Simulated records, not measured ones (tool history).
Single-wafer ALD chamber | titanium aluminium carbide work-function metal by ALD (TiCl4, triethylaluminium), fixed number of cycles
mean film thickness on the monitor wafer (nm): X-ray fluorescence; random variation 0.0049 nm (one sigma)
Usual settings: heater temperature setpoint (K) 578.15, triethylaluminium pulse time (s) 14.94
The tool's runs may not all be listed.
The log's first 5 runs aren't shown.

run,day,heater temperature setpoint (K),triethylaluminium pulse time (s),wafers since the last listed run,hours since the last thermocouple change,hours since the last triethylaluminium bottle change,hours since the showerhead was replaced,hours since the gauge calibration,"read-back reference wafer on the same gauge, thickness_nm",mean film thickness on the monitor wafer (nm)
6,4.496,578.15,14.94,119,1498.0,651.8,3956.7,359.7,1.629,1.903
7,4.775,569.15,19.10,46,1504.7,658.5,3963.4,366.4,1.631,1.872
8,5.117,569.15,19.10,56,1512.9,666.7,3971.6,374.6,1.629,1.874
# day 5.142: gauge calibrated
9,5.717,570.15,18.88,99,1527.3,681.1,3986.0,13.8,1.630,1.880
10,6.038,570.15,18.88,53,1535.0,688.8,3993.7,21.5,1.629,1.886
11,6.550,570.15,18.88,85,1547.3,701.1,4006.0,33.8,1.629,1.884
12,6.879,572.15,14.94,54,1555.2,709.0,4013.9,41.7,1.630,1.843
13,7.275,572.15,14.94,65,1564.7,718.5,4023.4,51.2,1.630,1.835
14,7.671,572.15,14.94,65,1574.2,728.0,4032.9,60.7,1.630,1.836
15,8.129,578.15,10.57,76,1585.2,739.0,4043.9,71.7,1.631,1.579
# day 8.529: triethylaluminium bottle replaced
16,8.567,583.15,9.71,17,1595.7,0.9,4054.4,82.2,1.630,1.748
17,9.212,586.15,19.86,107,1611.2,16.4,4069.9,97.7,1.631,2.063
18,9.683,592.15,14.94,78,1622.5,27.7,4081.2,109.0,1.628,2.087
19,10.117,564.15,12.57,72,1632.9,38.1,4091.6,119.4,1.628,1.788
# day 10.950: showerhead replaced
20,10.971,578.15,11.95,86,1653.4,58.6,0.5,139.9,1.629,1.882
21,11.208,584.15,11.91,39,1659.1,64.3,6.2,145.6,1.631,1.934
# day 11.621: thermocouple changed; heater temperature recalibrated
22,11.642,587.15,13.13,16,0.5,74.7,16.6,156.0,1.628,2.008
23,11.754,570.15,12.49,18,3.2,77.4,19.3,158.7,1.629,1.824
24,12.192,578.15,18.80,72,13.7,87.9,29.8,169.2,1.628,1.981
25,12.738,569.15,19.10,90,26.8,101.0,42.9,182.3,1.629,1.888
26,13.442,565.15,19.71,117,43.7,117.9,59.8,199.2,1.631,1.851
27,13.983,578.15,14.94,90,56.7,130.9,72.8,212.2,1.631,1.952
28,14.454,589.15,19.12,78,68.0,142.2,84.1,223.5,1.630,2.080
29,14.858,583.15,20.44,67,77.7,151.9,93.8,233.2,1.630,2.025
30,15.546,578.15,14.94,114,94.2,168.4,110.3,249.7,1.628,1.940

Forecast each of these 3 alternatives for the next run:
A,15.562,564.15,14.94,2,94.6,168.8,110.7,250.1,?,?
B,15.562,592.15,20.77,2,94.6,168.8,110.7,250.1,?,?
C,15.562,589.15,11.22,2,94.6,168.8,110.7,250.1,?,?

run,"read-back reference wafer on the same gauge, thickness_nm",mean film thickness on the monitor wafer (nm)
A,1.629,1.811
B,1.629,2.109
C,1.629,1.886
Without the tool's hidden state the same runs would have given:
run,mean film thickness on the monitor wafer (nm)
A,1.831
B,2.111
C,1.975
